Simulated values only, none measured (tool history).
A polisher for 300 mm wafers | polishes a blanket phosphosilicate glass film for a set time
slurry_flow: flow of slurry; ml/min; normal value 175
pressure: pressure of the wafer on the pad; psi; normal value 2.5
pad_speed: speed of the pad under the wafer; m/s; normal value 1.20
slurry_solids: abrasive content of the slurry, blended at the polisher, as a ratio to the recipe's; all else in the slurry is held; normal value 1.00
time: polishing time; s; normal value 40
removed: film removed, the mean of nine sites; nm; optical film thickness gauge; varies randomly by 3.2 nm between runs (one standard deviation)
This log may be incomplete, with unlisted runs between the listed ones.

run,hour,slurry_flow,pressure,pad_speed,slurry_solids,time,wafers since the last listed run,wafers polished on this pad,hours since the slurry nozzle was cleaned,hours since the head pressure was calibrated,hours since the slurry blender was calibrated,hours since the conditioning disc was replaced,"incoming thickness of the incoming film, nm",removed
1,0.0,175,2.5,1.20,1.00,40,0,856,414.7,201.2,180.3,80.9,1970.3,281.2
2,13.6,175,2.5,1.20,1.00,40,107,963,428.3,214.8,193.9,94.5,1991.9,274.4
3,38.2,175,2.5,1.20,1.00,40,194,1158,452.9,239.4,218.5,119.1,1998.7,273.5
# hour 58.3: worn pad replaced by a new one
4,72.7,175,2.5,1.20,1.00,33,240,113,487.4,273.9,253.0,153.6,1931.0,222.3
# hour 109.4: conditioning disc replaced and pad reconditioned
5,123.7,175,2.5,1.20,1.00,33,387,500,538.4,324.9,304.0,14.3,1954.1,222.2
6,140.8,175,2.5,1.20,1.00,33,135,635,555.5,342.0,321.1,31.4,1969.0,214.1
# hour 143.8: head pressure recalibrated
7,157.4,195,2.5,1.20,1.00,40,115,750,572.1,13.6,337.7,48.0,1936.4,269.5
8,189.4,175,2.5,1.20,1.00,40,252,1003,604.1,45.6,369.7,80.0,1969.4,260.9
9,211.9,175,2.5,1.20,1.00,40,177,1181,626.6,68.1,392.2,102.5,2001.8,255.6
# hour 215.6: slurry blender recalibrated
# hour 227.8: worn pad replaced by a new one
10,244.0,225,2.5,1.20,0.70,35,206,128,658.7,100.2,28.4,134.6,1980.2,197.3
11,276.6,175,2.5,1.20,1.00,40,257,385,691.3,132.8,61.0,167.2,1987.3,291.6
# hour 280.2: slurry nozzle cleaned
# hour 282.0: conditioning disc replaced and pad reconditioned
12,308.1,175,2.5,1.20,1.00,40,226,611,27.9,164.3,92.5,26.1,1924.4,289.0
13,327.4,175,2.5,1.40,1.00,40,152,764,47.2,183.6,111.8,45.4,1961.6,322.6
14,344.8,175,2.5,1.20,1.00,40,137,901,64.6,201.0,129.2,62.8,1952.9,286.7
15,368.1,175,2.5,1.08,0.70,40,184,1085,87.9,224.3,152.5,86.1,1941.4,189.0
# hour 382.0: worn pad replaced by a new one
16,387.4,175,2.0,1.20,0.90,44,120,42,107.2,243.6,171.8,105.4,1951.5,232.1
17,417.9,175,2.8,1.20,0.90,40,240,283,137.7,274.1,202.3,135.9,1961.1,290.0
18,435.6,175,2.5,1.20,1.25,44,139,423,155.4,291.8,220.0,153.6,1958.2,349.2
19,447.7,175,2.5,1.04,1.00,40,95,518,167.5,303.9,232.1,165.7,1954.7,246.0

Predict the results of run 20:
# hour 450.3: conditioning disc replaced and pad reconditioned
20,472.0,175,2.5,1.20,1.00,40,176,695,191.8,328.2,256.4,21.7,1948.9,?

{"run 20": {"removed": 270.7}}
Minus the tool's unlogged condition, the same run would have read removed 295.5 nm.
